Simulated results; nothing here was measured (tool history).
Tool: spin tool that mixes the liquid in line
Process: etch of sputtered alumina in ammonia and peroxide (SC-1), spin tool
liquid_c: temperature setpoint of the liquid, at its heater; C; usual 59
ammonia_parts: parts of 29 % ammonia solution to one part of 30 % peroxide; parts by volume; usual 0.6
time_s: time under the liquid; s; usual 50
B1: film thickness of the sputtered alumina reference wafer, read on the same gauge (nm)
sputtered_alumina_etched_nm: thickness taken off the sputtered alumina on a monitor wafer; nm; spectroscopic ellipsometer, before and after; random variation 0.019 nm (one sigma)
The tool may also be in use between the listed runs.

Run 1, hour 0: usual settings; B1 79.994. Result: sputtered_alumina_etched_nm 2.932 nm.
Run 2, hour 7: usual settings but ammonia_parts 0.8 parts by volume; B1 79.977. Result: sputtered_alumina_etched_nm 3.013 nm.
Run 3, hour 23.3: usual settings; B1 80.007. Result: sputtered_alumina_etched_nm 2.905 nm.
Run 4, hour 41.1: usual settings; B1 79.988. Result: sputtered_alumina_etched_nm 2.93 nm.
Run 5, hour 50.9: usual settings; B1 80.028. Result: sputtered_alumina_etched_nm 2.899 nm.
Run 6, hour 60.5: usual settings; B1 80.008. Result: sputtered_alumina_etched_nm 2.912 nm.
At hour 72.4: thermometer replaced.
Run 7, hour 73.5: usual settings; B1 80. Result: sputtered_alumina_etched_nm 3.324 nm.
At hour 81.1: new drum of ammonia solution connected.
At hour 84.6: gauge calibrated.
Run 8, hour 89.8: usual settings; B1 79.982. Result: sputtered_alumina_etched_nm 3.342 nm.
Run 9, hour 97.8: usual settings but liquid_c 69 C, ammonia_parts 0.45 parts by volume; B1 79.977. Result: sputtered_alumina_etched_nm 5.371 nm.
Run 10, hour 107.8: usual settings but liquid_c 53 C, ammonia_parts 0.3 parts by volume, time_s 20 s; B1 79.978. Result: sputtered_alumina_etched_nm 0.901 nm.
Run 11, hour 120.6: usual settings but ammonia_parts 0.4 parts by volume, time_s 30 s; B1 79.992. Result: sputtered_alumina_etched_nm 1.915 nm.
Run 12, hour 137: usual settings but liquid_c 53.5 C, ammonia_parts 0.75 parts by volume, time_s 75 s; B1 80.01. Result: sputtered_alumina_etched_nm 3.738 nm.
Run 13, hour 150.1: usual settings but time_s 75 s; B1 79.977. Result: sputtered_alumina_etched_nm 4.948 nm.
At hour 162.1: ammonia flow meter replaced.
At hour 168.3: heated supply line repaired.
Run 14, hour 201.5: usual settings but liquid_c 62.5 C, ammonia_parts 0.85 parts by volume, time_s 20 s; B1 80.037. Result: sputtered_alumina_etched_nm 1.96 nm.
Run 15, hour 212.4: usual settings; B1 79.994. Result: sputtered_alumina_etched_nm 3.985 nm.

Run 16 comes next. What will it give?
Run 16, hour 225.3: usual settings; B1 ?. Result: sputtered_alumina_etched_nm ?.

Run 16 gave B1 79.996, sputtered_alumina_etched_nm 3.958 nm.
Without the tool's hidden state the same run would have given sputtered_alumina_etched_nm 4.083 nm.

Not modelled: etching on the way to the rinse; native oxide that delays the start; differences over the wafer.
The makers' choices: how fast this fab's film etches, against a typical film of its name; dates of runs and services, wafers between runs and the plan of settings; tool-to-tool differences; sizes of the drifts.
